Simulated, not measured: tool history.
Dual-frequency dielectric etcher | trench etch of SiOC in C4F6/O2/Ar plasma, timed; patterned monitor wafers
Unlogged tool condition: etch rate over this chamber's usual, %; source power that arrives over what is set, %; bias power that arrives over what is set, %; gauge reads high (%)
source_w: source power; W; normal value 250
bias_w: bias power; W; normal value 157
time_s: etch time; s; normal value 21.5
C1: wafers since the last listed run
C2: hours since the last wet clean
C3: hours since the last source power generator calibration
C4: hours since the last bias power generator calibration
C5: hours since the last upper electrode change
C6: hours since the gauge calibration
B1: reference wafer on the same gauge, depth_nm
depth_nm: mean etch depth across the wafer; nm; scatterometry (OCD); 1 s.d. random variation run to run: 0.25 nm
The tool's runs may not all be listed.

Run 1, hour 0.0: usual settings; C1 0; C2 24.8; C3 1930.5; C4 4402.6; C5 2440.2; C6 1039.4; B1 33.35. Result: depth_nm 37.86 nm.
Run 2, hour 31.3: usual settings but bias_w 148 W; C1 446; C2 56.1; C3 1961.8; C4 4433.9; C5 2471.5; C6 1070.7; B1 33.38. Result: depth_nm 36.54 nm.
Run 3, hour 61.5: usual settings but bias_w 148 W; C1 430; C2 86.3; C3 1992.0; C4 4464.1; C5 2501.7; C6 1100.9; B1 33.44. Result: depth_nm 36.66 nm.
Run 4, hour 96.0: usual settings but bias_w 148 W; C1 492; C2 120.8; C3 2026.5; C4 4498.6; C5 2536.2; C6 1135.4; B1 33.42. Result: depth_nm 36.73 nm.
At hour 128.1: upper electrode replaced.
Run 5, hour 128.6: usual settings; C1 122; C2 153.4; C3 2059.1; C4 4531.2; C5 0.5; C6 1168.0; B1 33.42. Result: depth_nm 37.77 nm.
Run 6, hour 155.7: usual settings; C1 386; C2 180.5; C3 2086.2; C4 4558.3; C5 27.6; C6 1195.1; B1 33.34. Result: depth_nm 37.54 nm.
At hour 168.3: gauge calibrated.
Run 7, hour 172.7: usual settings; C1 242; C2 197.5; C3 2103.2; C4 4575.3; C5 44.6; C6 4.4; B1 33.52. Result: depth_nm 37.61 nm.
Run 8, hour 194.4: usual settings; C1 309; C2 219.2; C3 2124.9; C4 4597.0; C5 66.3; C6 26.1; B1 33.33. Result: depth_nm 37.32 nm.
Run 9, hour 212.5: usual settings; C1 258; C2 237.3; C3 2143.0; C4 4615.1; C5 84.4; C6 44.2; B1 33.42. Result: depth_nm 37.46 nm.
Run 10, hour 245.3: usual settings but time_s 19.0 s; C1 467; C2 270.1; C3 2175.8; C4 4647.9; C5 117.2; C6 77.0; B1 33.37. Result: depth_nm 33.14 nm.
At hour 279.6: bias power generator calibrated.
Run 11, hour 280.1: usual settings but time_s 19.0 s; C1 439; C2 304.9; C3 2210.6; C4 0.5; C5 152.0; C6 111.8; B1 33.40. Result: depth_nm 33.02 nm.
Run 12, hour 298.6: usual settings but source_w 280 W, bias_w 169 W, time_s 27.5 s; C1 263; C2 323.4; C3 2229.1; C4 19.0; C5 170.5; C6 130.3; B1 33.51. Result: depth_nm 52.08 nm.
Run 13, hour 319.4: usual settings; C1 296; C2 344.2; C3 2249.9; C4 39.8; C5 191.3; C6 151.1; B1 33.44. Result: depth_nm 37.52 nm.
Run 14, hour 343.6: usual settings; C1 345; C2 368.4; C3 2274.1; C4 64.0; C5 215.5; C6 175.3; B1 33.36. Result: depth_nm 37.68 nm.
Run 15, hour 371.3: usual settings but time_s 25.5 s; C1 395; C2 396.1; C3 2301.8; C4 91.7; C5 243.2; C6 203.0; B1 33.38. Result: depth_nm 44.68 nm.
Run 16, hour 386.0: usual settings but bias_w 177 W, time_s 18.0 s; C1 209; C2 410.8; C3 2316.5; C4 106.4; C5 257.9; C6 217.7; B1 33.33. Result: depth_nm 32.75 nm.
Run 17, hour 421.9: usual settings; C1 512; C2 446.7; C3 2352.4; C4 142.3; C5 293.8; C6 253.6; B1 33.38. Result: depth_nm 37.42 nm.
At hour 437.6: source power generator calibrated.
At hour 453.3: wet clean of the chamber.
Run 18, hour 453.8: usual settings but bias_w 193 W; C1 175; C2 0.5; C3 16.2; C4 174.2; C5 325.7; C6 285.5; B1 33.37. Result: depth_nm 40.78 nm.
Run 19, hour 478.5: usual settings but source_w 200 W, bias_w 179 W; C1 352; C2 25.2; C3 40.9; C4 198.9; C5 350.4; C6 310.2; B1 33.41. Result: depth_nm 36.35 nm.
Run 20, hour 507.6: usual settings but bias_w 180 W, time_s 18.0 s; C1 415; C2 54.3; C3 70.0; C4 228.0; C5 379.5; C6 339.3; B1 33.50. Result: depth_nm 32.94 nm.
Run 21, hour 528.2: usual settings; C1 293; C2 74.9; C3 90.6; C4 248.6; C5 400.1; C6 359.9; B1 33.45. Result: depth_nm 37.92 nm.
Run 22, hour 541.9: usual settings but source_w 290 W, time_s 24.0 s; C1 195; C2 88.6; C3 104.3; C4 262.3; C5 413.8; C6 373.6; B1 33.52. Result: depth_nm 44.04 nm.
Run 23, hour 560.8: usual settings but source_w 210 W; C1 269; C2 107.5; C3 123.2; C4 281.2; C5 432.7; C6 392.5; B1 33.41. Result: depth_nm 35.16 nm.
Run 24, hour 590.1: usual settings; C1 418; C2 136.8; C3 152.5; C4 310.5; C5 462.0; C6 421.8; B1 33.43. Result: depth_nm 37.19 nm.
Run 25, hour 605.0: usual settings; C1 212; C2 151.7; C3 167.4; C4 325.4; C5 476.9; C6 436.7; B1 33.39. Result: depth_nm 37.93 nm.
Run 26, hour 621.9: usual settings but source_w 270 W; C1 241; C2 168.6; C3 184.3; C4 342.3; C5 493.8; C6 453.6; B1 33.49. Result: depth_nm 38.76 nm.
Run 27, hour 720.4: usual settings but source_w 210 W, bias_w 188 W, time_s 25.5 s; C1 1405; C2 267.1; C3 282.8; C4 440.8; C5 592.3; C6 552.1; B1 33.45. Result: depth_nm 44.34 nm.
Run 28, hour 735.7: usual settings but source_w 230 W, bias_w 132 W, time_s 25.5 s; C1 218; C2 282.4; C3 298.1; C4 456.1; C5 607.6; C6 567.4; B1 33.42. Result: depth_nm 40.63 nm.
Run 29, hour 755.8: usual settings but source_w 230 W, bias_w 169 W, time_s 25.0 s; C1 286; C2 302.5; C3 318.2; C4 476.2; C5 627.7; C6 587.5; B1 33.44. Result: depth_nm 43.64 nm.

Below are 5 alternative next runs, each starting from the tool's condition after run 29. Predict each:
Run A, hour 756.2: usual settings; C1 5; C2 302.9; C3 318.6; C4 476.6; C5 628.1; C6 587.9; B1 ?. Result: depth_nm ?.
Run B, hour 756.2: usual settings but source_w 190 W, bias_w 181 W; C1 5; C2 302.9; C3 318.6; C4 476.6; C5 628.1; C6 587.9; B1 ?. Result: depth_nm ?.
Run C, hour 756.2: usual settings but source_w 310 W, bias_w 123 W, time_s 15.5 s; C1 5; C2 302.9; C3 318.6; C4 476.6; C5 628.1; C6 587.9; B1 ?. Result: depth_nm ?.
Run D, hour 756.2: usual settings but source_w 290 W, bias_w 130 W, time_s 27.5 s; C1 5; C2 302.9; C3 318.6; C4 476.6; C5 628.1; C6 587.9; B1 ?. Result: depth_nm ?.
Run E, hour 756.2: usual settings but source_w 280 W, bias_w 187 W, time_s 27.5 s; C1 5; C2 302.9; C3 318.6; C4 476.6; C5 628.1; C6 587.9; B1 ?. Result: depth_nm ?.

run     B1  depth_nm
  A  33.42     37.61
  B  33.42     35.74
  C  33.42     26.93
  D  33.42     47.49
  E  33.42     53.73
Without the tool's unlogged condition, the same runs would have read:
run  depth_nm
  A     37.61
  B     35.74
  C     26.93
  D     47.49
  E     53.73

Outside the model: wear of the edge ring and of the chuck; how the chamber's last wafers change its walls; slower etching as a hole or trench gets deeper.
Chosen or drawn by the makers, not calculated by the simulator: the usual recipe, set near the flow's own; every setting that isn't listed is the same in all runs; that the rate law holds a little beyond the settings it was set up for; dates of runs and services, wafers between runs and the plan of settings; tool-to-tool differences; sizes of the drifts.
